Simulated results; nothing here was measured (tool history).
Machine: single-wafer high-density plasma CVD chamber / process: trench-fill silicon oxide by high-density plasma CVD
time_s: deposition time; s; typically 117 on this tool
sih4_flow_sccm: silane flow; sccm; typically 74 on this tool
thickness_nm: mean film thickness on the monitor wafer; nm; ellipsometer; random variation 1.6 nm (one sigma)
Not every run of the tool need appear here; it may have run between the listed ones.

run	hour	time_s	sih4_flow_sccm	wafers since the last listed run	hours since the silane flow controller was replaced	hours since the gauge calibration	read-back reference wafer on the same gauge, thickness_nm	thickness_nm
1	0	129	74	0	3921.6	272.2	875.801	910.482
2	15.9	129	74	181	3937.5	288.1	876.136	911.54
3	32.5	117	85	189	3954.1	304.7	875.757	946.88
4	41.5	117	85	102	3963.1	313.7	875.937	948.469
5	56.1	117	85	166	3977.7	328.3	875.778	946.278
6	63.8	117	74	87	3985.4	336	875.852	825.906
7	73.3	117	74	108	3994.9	345.5	876.305	827.098
8	83	117	74	110	4004.6	355.2	876.33	825.672
9	94.4	117	74	129	4016	366.6	876.211	824.952
10	101.5	106	74	80	4023.1	373.7	876.017	745.278
11	127.2	106	74	292	4048.8	399.4	876.221	746.304
12	141.5	117	74	162	4063.1	413.7	876.089	825.874
13	159.3	117	74	202	4080.9	431.5	875.716	824.366
14	172.5	117	74	150	4094.1	444.7	875.728	824.91
15	184.7	111	78	139	4106.3	456.9	875.811	826.779
16	202.3	111	78	200	4123.9	474.5	876.164	823.34
17	217.4	117	74	172	4139	489.6	876.158	823.852
18	265.9	117	74	552	4187.5	538.1	876.259	823.181
19	275.7	117	74	111	4197.3	547.9	876.094	822.079
20	320.8	104	74	513	4242.4	593	876.026	731.198
21	334.1	117	74	151	4255.7	606.3	876.056	821.413
22	344.4	117	74	117	4266	616.6	875.71	824.054
23	353.9	117	66	108	4275.5	626.1	875.794	737.123
24	368.2	134	61	162	4289.8	640.4	875.788	776.94
25	382.1	109	87	158	4303.7	654.3	876.204	902.969
26	392.4	117	69	117	4314	664.6	875.941	768.23
27	408.8	127	74	186	4330.4	681	876.236	895.132
28	424.3	117	74	176	4345.9	696.5	875.731	822.911
29	430.8	131	60	74	4352.4	703	876.089	748.371
30	444.8	134	63	159	4366.4	717	876.173	805.559
# hour 451: gauge calibrated
31	457.2	110	80	141	4378.8	6.2	876.105	835.971
32	463.5	126	80	71	4385.1	12.5	876.29	959.451
33	470.6	106	74	80	4392.2	19.6	875.851	747.623
34	481.9	106	79	128	4403.5	30.9	875.762	795.731
# hour 495.5: silane flow controller replaced
35	496	117	74	69	0.5	45	875.506	875.885
36	507.8	117	68	134	12.3	56.8	876.086	805.593
37	525.7	117	74	204	30.2	74.7	876.438	875.091
38	540	98	74	162	44.5	89	876.441	733.595
39	555.2	127	68	173	59.7	104.2	875.725	873.226
40	569.9	117	74	167	74.4	118.9	875.685	870.037

For run 41, what comes out?
41	582.2	103	64	140	86.7	131.2	?	?

Run 41 gave read-back reference wafer on the same gauge, thickness_nm 875.948, thickness_nm 665.948 nm.
Minus the tool's unlogged condition, the same run would have read thickness_nm 661.756 nm.

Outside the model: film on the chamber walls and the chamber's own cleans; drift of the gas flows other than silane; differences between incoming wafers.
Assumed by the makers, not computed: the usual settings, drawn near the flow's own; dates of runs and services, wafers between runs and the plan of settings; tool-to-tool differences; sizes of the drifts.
